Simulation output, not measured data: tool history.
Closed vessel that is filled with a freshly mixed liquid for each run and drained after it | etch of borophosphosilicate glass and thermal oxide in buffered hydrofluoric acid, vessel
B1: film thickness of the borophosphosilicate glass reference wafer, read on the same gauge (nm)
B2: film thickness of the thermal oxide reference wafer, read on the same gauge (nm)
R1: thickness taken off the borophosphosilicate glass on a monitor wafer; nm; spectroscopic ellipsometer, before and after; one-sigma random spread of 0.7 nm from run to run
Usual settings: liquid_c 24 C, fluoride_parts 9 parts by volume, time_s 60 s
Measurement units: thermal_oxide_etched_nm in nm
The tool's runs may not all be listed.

Run 1, hour 0: usual settings; B1 60.01; B2 150.02. Result: R1 152.39 nm, thermal_oxide_etched_nm 70.51 nm.
At hour 26.1: thermometer replaced.
Run 2, hour 51.7: usual settings; B1 59.98; B2 150. Result: R1 152.67 nm, thermal_oxide_etched_nm 70.16 nm.
Run 3, hour 121.4: usual settings but liquid_c 22 C, fluoride_parts 10.5 parts by volume; B1 59.96; B2 150.05. Result: R1 119.29 nm, thermal_oxide_etched_nm 55.11 nm.
Run 4, hour 161.3: usual settings but liquid_c 22 C, fluoride_parts 10.5 parts by volume; B1 59.98; B2 149.96. Result: R1 119.06 nm, thermal_oxide_etched_nm 55.32 nm.
Run 5, hour 222.1: usual settings but liquid_c 22 C, fluoride_parts 10.5 parts by volume; B1 60.04; B2 150.01. Result: R1 118.08 nm, thermal_oxide_etched_nm 55.09 nm.
Run 6, hour 288.8: usual settings; B1 59.98; B2 149.98. Result: R1 151.05 nm, thermal_oxide_etched_nm 70.26 nm.
At hour 300.1: hydrofluoric acid flow meter replaced.
Run 7, hour 317.3: usual settings; B1 59.96; B2 150.02. Result: R1 156.85 nm, thermal_oxide_etched_nm 72.44 nm.
Run 8, hour 354.2: usual settings; B1 60.04; B2 149.98. Result: R1 158.03 nm, thermal_oxide_etched_nm 72.38 nm.
At hour 355.4: gauge calibrated.
Run 9, hour 382.9: usual settings but time_s 50 s; B1 59.98; B2 150.05. Result: R1 131.81 nm, thermal_oxide_etched_nm 60.42 nm.
Run 10, hour 423.1: usual settings but time_s 50 s; B1 59.99; B2 150.02. Result: R1 129.67 nm, thermal_oxide_etched_nm 60.2 nm.
Run 11, hour 476.8: usual settings but liquid_c 22.5 C, fluoride_parts 7.5 parts by volume; B1 59.94; B2 150. Result: R1 173.81 nm, thermal_oxide_etched_nm 80.09 nm.
Run 12, hour 516.2: usual settings but liquid_c 29 C, fluoride_parts 6.5 parts by volume, time_s 75 s; B1 59.99; B2 150.02. Result: R1 355.21 nm, thermal_oxide_etched_nm 164.09 nm.
Run 13, hour 570.2: usual settings but liquid_c 20.5 C; B1 60; B2 149.99. Result: R1 129.32 nm, thermal_oxide_etched_nm 59.39 nm.
Run 14, hour 636.8: usual settings; B1 60.02; B2 150.03. Result: R1 157.17 nm, thermal_oxide_etched_nm 71.86 nm.
At hour 674.2: thermometer replaced.
Run 15, hour 707.8: usual settings but fluoride_parts 12 parts by volume, time_s 95 s; B1 59.97; B2 149.99. Result: R1 191.2 nm, thermal_oxide_etched_nm 87.97 nm.
Run 16, hour 774: usual settings but fluoride_parts 6 parts by volume; B1 60.04; B2 150.01. Result: R1 233.08 nm, thermal_oxide_etched_nm 105.49 nm.
Run 17, hour 845.1: usual settings but fluoride_parts 7 parts by volume, time_s 90 s; B1 60.02; B2 149.98. Result: R1 299.31 nm, thermal_oxide_etched_nm 138.56 nm.
Run 18, hour 889.3: usual settings but liquid_c 21.5 C, fluoride_parts 11.5 parts by volume, time_s 45 s; B1 59.97; B2 150. Result: R1 81.5 nm, thermal_oxide_etched_nm 37.53 nm.
Run 19, hour 948.6: usual settings but liquid_c 22.5 C, fluoride_parts 6.5 parts by volume, time_s 50 s; B1 60.01; B2 149.98. Result: R1 165.09 nm, thermal_oxide_etched_nm 75.86 nm.
Run 20, hour 974.2: usual settings but liquid_c 28.5 C, fluoride_parts 5.5 parts by volume; B1 59.97; B2 149.97. Result: R1 312.64 nm, thermal_oxide_etched_nm 144.36 nm.
Run 21, hour 1023.6: usual settings; B1 59.99; B2 149.96. Result: R1 154.02 nm, thermal_oxide_etched_nm 70.46 nm.
Run 22, hour 1048.4: usual settings but time_s 45 s; B1 60.02; B2 150.03. Result: R1 115.24 nm, thermal_oxide_etched_nm 53.15 nm.
Run 23, hour 1112.1: usual settings but fluoride_parts 12 parts by volume, time_s 95 s; B1 60.02; B2 150.01. Result: R1 188.03 nm, thermal_oxide_etched_nm 86.46 nm.
Run 24, hour 1171.8: usual settings but liquid_c 25.5 C, fluoride_parts 11 parts by volume, time_s 90 s; B1 59.97; B2 149.97. Result: R1 208.49 nm, thermal_oxide_etched_nm 95.8 nm.

What if the next run were any one of these 5? Each begins from the tool's condition after run 24:
Run A, hour 1172.5: usual settings; B1 ?; B2 ?. Result: R1 ?, thermal_oxide_etched_nm ?.
Run B, hour 1172.5: usual settings but fluoride_parts 6.5 parts by volume; B1 ?; B2 ?. Result: R1 ?, thermal_oxide_etched_nm ?.
Run C, hour 1172.5: usual settings but liquid_c 27 C, time_s 30 s; B1 ?; B2 ?. Result: R1 ?, thermal_oxide_etched_nm ?.
Run D, hour 1172.5: usual settings but liquid_c 28.5 C, fluoride_parts 6 parts by volume; B1 ?; B2 ?. Result: R1 ?, thermal_oxide_etched_nm ?.
Run E, hour 1172.5: usual settings but liquid_c 26 C, time_s 80 s; B1 ?; B2 ?. Result: R1 ?, thermal_oxide_etched_nm ?.

run     B1      B2      R1  thermal_oxide_etched_nm
  A  60.06  150.01  152.76                    70.18
  B  60.06  150.01  211.96                       97
  C  60.06  150.01   89.65                    41.26
  D  60.06  150.01  288.67                   132.35
  E  60.06  150.01   226.7                   104.28
With the hidden condition removed and each run's random variation left untouched, the same runs would have given:
run      R1  thermal_oxide_etched_nm
  A     158                    72.55
  B  222.11                   101.56
  C   92.71                    42.65
  D  302.46                   138.53
  E  234.47                    107.8
